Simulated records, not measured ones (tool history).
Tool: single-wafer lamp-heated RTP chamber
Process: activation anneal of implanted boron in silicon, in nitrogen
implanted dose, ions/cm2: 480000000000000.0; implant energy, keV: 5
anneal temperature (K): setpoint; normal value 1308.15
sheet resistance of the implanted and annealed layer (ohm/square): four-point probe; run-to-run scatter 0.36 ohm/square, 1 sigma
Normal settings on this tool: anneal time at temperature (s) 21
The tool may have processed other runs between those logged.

| run | day | anneal temperature (K) | anneal time at temperature (s) | read-back reference wafer on the same gauge, sheet resistance | sheet resistance of the implanted and annealed layer (ohm/square) |
|---|---|---|---|---|---|
| 1 | 0.000 | 1308.15 | 21 | 223.11 | 230.24 |
| 2 | 1.633 | 1308.15 | 21 | 222.87 | 229.80 |
| 3 | 3.175 | 1308.15 | 21 | 223.09 | 229.34 |
| 4 | 5.312 | 1308.15 | 21 | 222.96 | 229.93 |
| 5 | 7.425 | 1308.15 | 21 | 222.85 | 229.56 |
|  | 9.458 | reflector plate cleaned |
| 6 | 9.479 | 1308.15 | 21 | 222.82 | 230.01 |
| 7 | 12.721 | 1308.15 | 21 | 222.83 | 230.72 |
|  | 13.804 | pyrometer window cleaned and pyrometer calibrated |
| 8 | 15.825 | 1284.15 | 21 | 223.15 | 235.00 |
| 9 | 17.788 | 1284.15 | 21 | 223.09 | 235.43 |
| 10 | 19.754 | 1284.15 | 21 | 223.17 | 234.78 |
| 11 | 23.179 | 1308.15 | 21 | 223.00 | 229.69 |
|  | 26.354 | reflector plate cleaned |
| 12 | 26.950 | 1308.15 | 21 | 222.85 | 230.26 |
| 13 | 30.350 | 1308.15 | 21 | 223.01 | 230.42 |
|  | 32.883 | pyrometer window cleaned and pyrometer calibrated |
| 14 | 33.558 | 1308.15 | 21 | 223.11 | 230.06 |
| 15 | 37.158 | 1327.15 | 21 | 222.94 | 227.80 |
| 16 | 39.504 | 1308.15 | 21 | 222.93 | 229.69 |
| 17 | 42.429 | 1308.15 | 21 | 222.97 | 229.65 |
| 18 | 46.183 | 1308.15 | 21 | 223.17 | 230.15 |
|  | 47.008 | reflector plate cleaned |
| 19 | 48.662 | 1308.15 | 21 | 222.83 | 230.02 |
| 20 | 51.021 | 1318.15 | 21 | 222.98 | 229.45 |
| 21 | 52.650 | 1308.15 | 21 | 223.13 | 231.26 |
|  | 53.708 | gauge calibrated |
|  | 54.104 | pyrometer window cleaned and pyrometer calibrated |
| 22 | 56.975 | 1337.15 | 28 | 223.02 | 224.32 |
| 23 | 59.267 | 1331.15 | 21 | 222.94 | 226.94 |
| 24 | 63.529 | 1298.15 | 14 | 223.20 | 233.70 |
|  | 65.562 | reflector plate cleaned |
| 25 | 67.300 | 1280.15 | 21 | 222.89 | 236.26 |
| 26 | 69.475 | 1336.15 | 32 | 222.99 | 223.35 |
| 27 | 71.279 | 1298.15 | 14 | 223.02 | 234.65 |
|  | 73.662 | pyrometer window cleaned and pyrometer calibrated |
| 28 | 74.888 | 1296.15 | 17 | 222.92 | 232.88 |
| 29 | 77.483 | 1308.15 | 21 | 223.00 | 230.08 |
| 30 | 80.733 | 1308.15 | 15 | 223.04 | 232.22 |
|  | 83.512 | reflector plate cleaned |
| 31 | 84.246 | 1308.15 | 25 | 223.00 | 230.01 |
| 32 | 88.458 | 1308.15 | 21 | 222.95 | 231.21 |
|  | 91.588 | pyrometer window cleaned and pyrometer calibrated |
| 33 | 92.612 | 1308.15 | 11 | 223.08 | 233.84 |
| 34 | 94.667 | 1308.15 | 21 | 222.90 | 229.46 |

For each run, what was the tool's unlogged condition?
true wafer temperature minus pyrometer reading, K: 0, the same for each run
gauge reads high (%): 0, the same for each run
H1: wafer temperature error from the tarnished reflector plate, K
| run | H1 |
|---|---|
| 1 | 3.72 |
| 2 | 4.41 |
| 3 | 5.06 |
| 4 | 5.96 |
| 5 | 6.85 |
| 6 | 0.493 |
| 7 | 1.86 |
| 8 | 3.17 |
| 9 | 4 |
| 10 | 4.83 |
| 11 | 6.28 |
| 12 | 1.74 |
| 13 | 3.18 |
| 14 | 4.54 |
| 15 | 6.06 |
| 16 | 7.05 |
| 17 | 8.28 |
| 18 | 9.87 |
| 19 | 0.747 |
| 20 | 1.74 |
| 21 | 2.43 |
| 22 | 4.26 |
| 23 | 5.23 |
| 24 | 7.03 |
| 25 | 1.17 |
| 26 | 2.09 |
| 27 | 2.85 |
| 28 | 4.38 |
| 29 | 5.47 |
| 30 | 6.85 |
| 31 | 0.644 |
| 32 | 2.42 |
| 33 | 4.18 |
| 34 | 5.05 |
